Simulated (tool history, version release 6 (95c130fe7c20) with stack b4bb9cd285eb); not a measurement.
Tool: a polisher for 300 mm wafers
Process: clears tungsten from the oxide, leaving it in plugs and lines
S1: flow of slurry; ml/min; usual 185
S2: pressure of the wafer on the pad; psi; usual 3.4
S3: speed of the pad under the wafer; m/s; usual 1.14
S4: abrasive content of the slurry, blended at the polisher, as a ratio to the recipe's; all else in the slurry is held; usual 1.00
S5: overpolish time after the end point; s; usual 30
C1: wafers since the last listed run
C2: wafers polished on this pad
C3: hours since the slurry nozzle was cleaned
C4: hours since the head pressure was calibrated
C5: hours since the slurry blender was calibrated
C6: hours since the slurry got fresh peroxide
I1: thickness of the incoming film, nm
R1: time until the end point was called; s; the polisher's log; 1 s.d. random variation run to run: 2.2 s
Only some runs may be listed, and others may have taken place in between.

run 1 hour=0.0 | S1=185 S2=3.4 S3=0.98 S4=1.00 S5=30 | C1=0 C2=3 C3=7.1 C4=148.2 C5=7.7 C6=30.6 | I1=550.7 | R1=132.4
run 2 hour=29.2 | S1=185 S2=3.4 S3=0.98 S4=1.00 S5=30 | C1=218 C2=221 C3=36.3 C4=177.4 C5=36.9 C6=59.8 | I1=545.5 | R1=135.5
run 3 hour=41.2 | S1=160 S2=2.6 S3=1.14 S4=1.30 S5=30 | C1=89 C2=311 C3=48.3 C4=189.4 C5=48.9 C6=71.8 | I1=554.5 | R1=142.8
run 4 hour=71.5 | S1=185 S2=3.4 S3=1.14 S4=1.10 S5=30 | C1=226 C2=538 C3=78.6 C4=219.7 C5=79.2 C6=102.1 | I1=549.6 | R1=116.2
run 5 hour=94.3 | S1=220 S2=4.3 S3=1.14 S4=1.00 S5=37 | C1=170 C2=708 C3=101.4 C4=242.5 C5=102.0 C6=124.9 | I1=542.9 | R1=89.2
run 6 hour=106.5 | S1=205 S2=3.4 S3=1.14 S4=1.00 S5=30 | C1=91 C2=800 C3=113.6 C4=254.7 C5=114.2 C6=137.1 | I1=541.8 | R1=113.6
run 7 hour=131.1 | S1=185 S2=3.4 S3=1.14 S4=1.00 S5=30 | C1=183 C2=984 C3=138.2 C4=279.3 C5=138.8 C6=161.7 | I1=551.6 | R1=123.4
run 8 hour=154.5 | S1=185 S2=3.4 S3=0.96 S4=1.00 S5=15 | C1=175 C2=1159 C3=161.6 C4=302.7 C5=162.2 C6=185.1 | I1=545.8 | R1=139.5
run 9 hour=173.1 | S1=185 S2=3.4 S3=1.14 S4=1.00 S5=30 | C1=139 C2=1298 C3=180.2 C4=321.3 C5=180.8 C6=203.7 | I1=555.7 | R1=129.3
run 10 hour=191.8 | S1=240 S2=3.4 S3=1.14 S4=1.00 S5=30 | C1=139 C2=1438 C3=198.9 C4=340.0 C5=199.5 C6=222.4 | I1=550.9 | R1=116.4
run 11 hour=221.9 | S1=130 S2=3.9 S3=0.84 S4=1.00 S5=48 | C1=225 C2=1663 C3=229.0 C4=370.1 C5=229.6 C6=252.5 | I1=540.0 | R1=156.9
run 12 hour=235.7 | S1=185 S2=3.4 S3=1.14 S4=1.00 S5=14 | C1=103 C2=1766 C3=242.8 C4=383.9 C5=243.4 C6=266.3 | I1=548.8 | R1=127.1
-- hour=247.8 worn pad replaced by a new one
-- hour=251.0 slurry blender recalibrated
run 13 hour=253.2 | S1=240 S2=3.4 S3=1.14 S4=1.00 S5=30 | C1=86 C2=25 C3=260.3 C4=401.4 C5=2.2 C6=283.8 | I1=552.5 | R1=111.6
-- hour=258.1 slurry tank refilled with fresh slurry and peroxide
run 14 hour=281.4 | S1=185 S2=3.4 S3=1.14 S4=0.75 S5=23 | C1=203 C2=229 C3=288.5 C4=429.6 C5=30.4 C6=23.3 | I1=551.6 | R1=124.9
run 15 hour=370.9 | S1=185 S2=3.4 S3=1.14 S4=1.00 S5=30 | C1=669 C2=898 C3=378.0 C4=519.1 C5=119.9 C6=112.8 | I1=548.5 | R1=120.5
run 16 hour=397.9 | S1=185 S2=3.4 S3=1.14 S4=1.00 S5=30 | C1=201 C2=1100 C3=405.0 C4=546.1 C5=146.9 C6=139.8 | I1=555.1 | R1=124.6
run 17 hour=415.7 | S1=165 S2=2.9 S3=1.14 S4=1.00 S5=30 | C1=133 C2=1233 C3=422.8 C4=563.9 C5=164.7 C6=157.6 | I1=543.6 | R1=147.1
-- hour=440.4 head pressure recalibrated
run 18 hour=440.9 | S1=185 S2=4.2 S3=1.14 S4=0.90 S5=30 | C1=173 C2=1407 C3=448.0 C4=0.5 C5=189.9 C6=182.8 | I1=545.6 | R1=104.9
run 19 hour=455.7 | S1=150 S2=3.4 S3=0.96 S4=0.80 S5=36 | C1=110 C2=1517 C3=462.8 C4=15.3 C5=204.7 C6=197.6 | I1=544.0 | R1=162.5
-- hour=476.7 worn pad replaced by a new one
-- hour=485.2 slurry tank refilled with fresh slurry and peroxide
run 20 hour=487.6 | S1=185 S2=3.4 S3=1.14 S4=1.00 S5=30 | C1=201 C2=74 C3=494.7 C4=47.2 C5=236.6 C6=2.4 | I1=542.8 | R1=113.1
run 21 hour=520.4 | S1=130 S2=4.2 S3=1.36 S4=0.80 S5=30 | C1=245 C2=319 C3=527.5 C4=80.0 C5=269.4 C6=35.2 | I1=538.0 | R1=85.0
-- hour=530.6 slurry blender recalibrated
run 22 hour=553.3 | S1=185 S2=4.1 S3=1.44 S4=1.00 S5=30 | C1=231 C2=550 C3=560.4 C4=112.9 C5=22.7 C6=68.1 | I1=544.4 | R1=74.4
run 23 hour=571.3 | S1=185 S2=3.4 S3=1.14 S4=1.00 S5=30 | C1=134 C2=685 C3=578.4 C4=130.9 C5=40.7 C6=86.1 | I1=549.3 | R1=114.1
run 24 hour=592.6 | S1=185 S2=3.4 S3=1.14 S4=1.00 S5=23 | C1=159 C2=844 C3=599.7 C4=152.2 C5=62.0 C6=107.4 | I1=551.8 | R1=120.0
run 25 hour=609.0 | S1=185 S2=3.4 S3=0.90 S4=1.00 S5=30 | C1=122 C2=967 C3=616.1 C4=168.6 C5=78.4 C6=123.8 | I1=549.1 | R1=155.4

What differs in the tool's unlogged condition from the final listed run ahead of each entry between runs to the first listed run following it?
Run 12 -> run 13: worn pad replaced by a new one (hour 247.8); slurry blender recalibrated (hour 251.0)
  removal rate lost through wear of the pad, %: 11.1 -> 1.88
  measured minus no-state result, R1: +14.1 -> +2.1 s
Run 13 -> run 14: slurry tank refilled with fresh slurry and peroxide (hour 258.1)
  removal rate lost through wear of the pad, %: 1.88 -> 2.09
  measured minus no-state result, R1: +2.1 -> +2.6 s
Run 17 -> run 18: head pressure recalibrated (hour 440.4)
  removal rate lost through wear of the pad, %: 7.22 -> 8.95
  measured minus no-state result, R1: +10.6 -> +9.4 s
Run 19 -> run 20: worn pad replaced by a new one (hour 476.7); slurry tank refilled with fresh slurry and peroxide (hour 485.2)
  removal rate lost through wear of the pad, %: 10.1 -> 0.679
  measured minus no-state result, R1: +16.3 -> +0.7 s
Run 21 -> run 22: slurry blender recalibrated (hour 530.6)
  removal rate lost through wear of the pad, %: 1.02 -> 1.77
  measured minus no-state result, R1: +0.9 -> +1.4 s

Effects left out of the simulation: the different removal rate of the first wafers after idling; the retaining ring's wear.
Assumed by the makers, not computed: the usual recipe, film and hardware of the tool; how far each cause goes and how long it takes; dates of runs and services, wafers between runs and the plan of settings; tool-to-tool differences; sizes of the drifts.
